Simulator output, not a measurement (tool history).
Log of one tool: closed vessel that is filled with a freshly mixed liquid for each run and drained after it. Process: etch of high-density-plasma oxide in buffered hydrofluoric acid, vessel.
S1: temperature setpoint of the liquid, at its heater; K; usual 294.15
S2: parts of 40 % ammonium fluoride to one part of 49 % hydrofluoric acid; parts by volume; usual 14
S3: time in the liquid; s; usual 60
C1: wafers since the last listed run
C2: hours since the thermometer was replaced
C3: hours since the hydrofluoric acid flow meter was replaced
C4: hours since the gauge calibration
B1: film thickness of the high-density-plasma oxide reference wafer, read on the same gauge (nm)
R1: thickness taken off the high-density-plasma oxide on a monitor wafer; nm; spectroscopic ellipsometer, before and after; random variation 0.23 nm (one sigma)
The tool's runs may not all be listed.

{"run": 1, "hour": 0.0, "S1": 291.65, "S2": 14, "S3": 60, "C1": 0, "C2": 2231, "C3": 1276.2, "C4": 304.5, "B1": 149.97, "R1": 35.73}
{"run": 2, "hour": 14.9, "S1": 291.65, "S2": 14, "S3": 60, "C1": 1473, "C2": 2245.9, "C3": 1291.1, "C4": 319.4, "B1": 149.95, "R1": 35.87}
{"run": 3, "hour": 28.8, "S1": 294.15, "S2": 14, "S3": 60, "C1": 1374, "C2": 2259.8, "C3": 1305, "C4": 333.3, "B1": 149.99, "R1": 40.53}
{"run": 4, "hour": 52.2, "S1": 294.15, "S2": 14, "S3": 60, "C1": 2314, "C2": 2283.2, "C3": 1328.4, "C4": 356.7, "B1": 149.97, "R1": 41.27}
{"run": 5, "hour": 80.2, "S1": 294.15, "S2": 14, "S3": 60, "C1": 2769, "C2": 2311.2, "C3": 1356.4, "C4": 384.7, "B1": 149.95, "R1": 40.87}
{"run": 6, "hour": 116.1, "S1": 294.15, "S2": 14, "S3": 60, "C1": 3551, "C2": 2347.1, "C3": 1392.3, "C4": 420.6, "B1": 149.99, "R1": 40.96}
{"run": 7, "hour": 150.5, "S1": 294.15, "S2": 14, "S3": 60, "C1": 3402, "C2": 2381.5, "C3": 1426.7, "C4": 455, "B1": 150.03, "R1": 40.77}
{"run": 8, "hour": 173.8, "S1": 294.15, "S2": 14, "S3": 60, "C1": 2304, "C2": 2404.8, "C3": 1450, "C4": 478.3, "B1": 149.97, "R1": 40.44}
{"hour": 186.6, "done": "gauge calibrated"}
{"run": 9, "hour": 204.5, "S1": 294.15, "S2": 14, "S3": 60, "C1": 3036, "C2": 2435.5, "C3": 1480.7, "C4": 17.9, "B1": 150.02, "R1": 40.96}
{"run": 10, "hour": 235.7, "S1": 294.15, "S2": 14, "S3": 60, "C1": 3086, "C2": 2466.7, "C3": 1511.9, "C4": 49.1, "B1": 149.97, "R1": 40.41}
{"hour": 247.6, "done": "hydrofluoric acid flow meter replaced"}
{"hour": 271.0, "done": "thermometer replaced"}
{"run": 11, "hour": 271.5, "S1": 294.15, "S2": 17, "S3": 85, "C1": 3343, "C2": 0.5, "C3": 23.9, "C4": 84.9, "B1": 150.02, "R1": 48.26}
{"run": 12, "hour": 291.0, "S1": 294.15, "S2": 14, "S3": 85, "C1": 1928, "C2": 20, "C3": 43.4, "C4": 104.4, "B1": 149.98, "R1": 57.61}
{"run": 13, "hour": 303.2, "S1": 291.15, "S2": 19, "S3": 60, "C1": 1206, "C2": 32.2, "C3": 55.6, "C4": 116.6, "B1": 150.02, "R1": 25.68}
{"run": 14, "hour": 318.4, "S1": 295.65, "S2": 17.5, "S3": 30, "C1": 1503, "C2": 47.4, "C3": 70.8, "C4": 131.8, "B1": 149.97, "R1": 17.75}
{"run": 15, "hour": 339.3, "S1": 296.65, "S2": 14, "S3": 60, "C1": 2067, "C2": 68.3, "C3": 91.7, "C4": 152.7, "B1": 150.01, "R1": 46.63}
{"run": 16, "hour": 364.5, "S1": 294.15, "S2": 14, "S3": 60, "C1": 2492, "C2": 93.5, "C3": 116.9, "C4": 177.9, "B1": 149.98, "R1": 40.5}
{"run": 17, "hour": 392.2, "S1": 298.65, "S2": 18, "S3": 75, "C1": 2740, "C2": 121.2, "C3": 144.6, "C4": 205.6, "B1": 150.02, "R1": 50.9}
{"run": 18, "hour": 418.8, "S1": 291.15, "S2": 14, "S3": 60, "C1": 2631, "C2": 147.8, "C3": 171.2, "C4": 232.2, "B1": 149.97, "R1": 34.4}
{"run": 19, "hour": 447.8, "S1": 290.15, "S2": 9.5, "S3": 80, "C1": 2868, "C2": 176.8, "C3": 200.2, "C4": 261.2, "B1": 149.99, "R1": 62.83}
{"run": 20, "hour": 460.8, "S1": 291.65, "S2": 14, "S3": 60, "C1": 1285, "C2": 189.8, "C3": 213.2, "C4": 274.2, "B1": 149.94, "R1": 35.19}

Forecast each of these 5 alternatives for the next run:
{"run": "A", "hour": 461.5, "S1": 294.15, "S2": 14, "S3": 60, "C1": 69, "C2": 190.5, "C3": 213.9, "C4": 274.9, "B1": "?", "R1": "?"}
{"run": "B", "hour": 461.5, "S1": 294.15, "S2": 19, "S3": 45, "C1": 69, "C2": 190.5, "C3": 213.9, "C4": 274.9, "B1": "?", "R1": "?"}
{"run": "C", "hour": 461.5, "S1": 294.15, "S2": 14, "S3": 75, "C1": 69, "C2": 190.5, "C3": 213.9, "C4": 274.9, "B1": "?", "R1": "?"}
{"run": "D", "hour": 461.5, "S1": 290.15, "S2": 18.5, "S3": 35, "C1": 69, "C2": 190.5, "C3": 213.9, "C4": 274.9, "B1": "?", "R1": "?"}
{"run": "E", "hour": 461.5, "S1": 290.65, "S2": 11, "S3": 30, "C1": 69, "C2": 190.5, "C3": 213.9, "C4": 274.9, "B1": "?", "R1": "?"}

run=A B1=149.94 R1=40.9
run=B B1=149.94 R1=22.71
run=C B1=149.94 R1=51.12
run=D B1=149.94 R1=14.46
run=E B1=149.94 R1=21.26
Without the tool's hidden state the same runs would have given:
run=A R1=40.9
run=B R1=22.71
run=C R1=51.12
run=D R1=14.46
run=E R1=21.26
